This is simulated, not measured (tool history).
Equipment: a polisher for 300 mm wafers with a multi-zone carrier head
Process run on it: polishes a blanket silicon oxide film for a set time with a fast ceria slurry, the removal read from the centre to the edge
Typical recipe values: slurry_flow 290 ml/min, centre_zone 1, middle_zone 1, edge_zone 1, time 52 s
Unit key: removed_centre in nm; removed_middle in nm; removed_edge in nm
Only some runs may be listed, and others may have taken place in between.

| run | day | slurry_flow | centre_zone | middle_zone | edge_zone | time | incoming thickness of the incoming film, nm | removed_centre | removed_middle | removed_edge |
|---|---|---|---|---|---|---|---|---|---|---|
| 1 | 0 | 290 | 1 | 1 | 1 | 52 | 2319.1 | 647 | 664.7 | 649.6 |
|  | 2.45 | worn pad replaced by a new one |
| 2 | 2.471 | 290 | 1 | 1 | 1 | 52 | 2315 | 663.4 | 686.6 | 676.7 |
| 3 | 4.158 | 290 | 1 | 1 | 1 | 52 | 2312.1 | 636.5 | 656.6 | 637.3 |
| 4 | 5.825 | 290 | 1 | 1 | 1 | 52 | 2304.2 | 633 | 646 | 617.8 |
|  | 5.979 | slurry nozzle cleaned |
| 5 | 8.121 | 290 | 1 | 1 | 1 | 52 | 2270.9 | 643.9 | 657.1 | 643.4 |
|  | 8.558 | worn pad replaced by a new one |
|  | 8.838 | carrier head's membrane replaced by a new one |
|  | 10.904 | edge zone pressure recalibrated |
| 6 | 10.925 | 290 | 1 | 1 | 1 | 52 | 2333.3 | 648.6 | 642.5 | 639 |
| 7 | 12.6 | 290 | 1 | 1 | 1 | 52 | 2293.9 | 636.7 | 648.7 | 628.9 |
|  | 14.479 | centre zone pressure recalibrated |
|  | 14.979 | worn pad replaced by a new one |
| 8 | 15.454 | 290 | 1 | 1.12 | 1 | 52 | 2328.9 | 645.4 | 727.8 | 668.6 |
|  | 16.283 | slurry nozzle cleaned |
| 9 | 18.354 | 370 | 1.07 | 1.05 | 1 | 52 | 2313.9 | 720 | 708.1 | 662.2 |
|  | 20.588 | worn pad replaced by a new one |
| 10 | 21.079 | 370 | 1.07 | 1.05 | 1 | 52 | 2271.6 | 731.3 | 721.9 | 670.2 |
| 11 | 22.612 | 290 | 1 | 1 | 1 | 52 | 2351.3 | 625.3 | 641.1 | 627.4 |

The next listed run, before its measurement:
| 12 | 24.421 | 210 | 1.09 | 1 | 1 | 52 | 2287.9 | ? | ? | ? |

{"run 12": {"removed_centre": 609.1, "removed_middle": 576, "removed_edge": 594}}
Minus the tool's unlogged condition, the same run would have read removed_centre 755.1 nm, removed_middle 703.5 nm, removed_edge 702.8 nm.
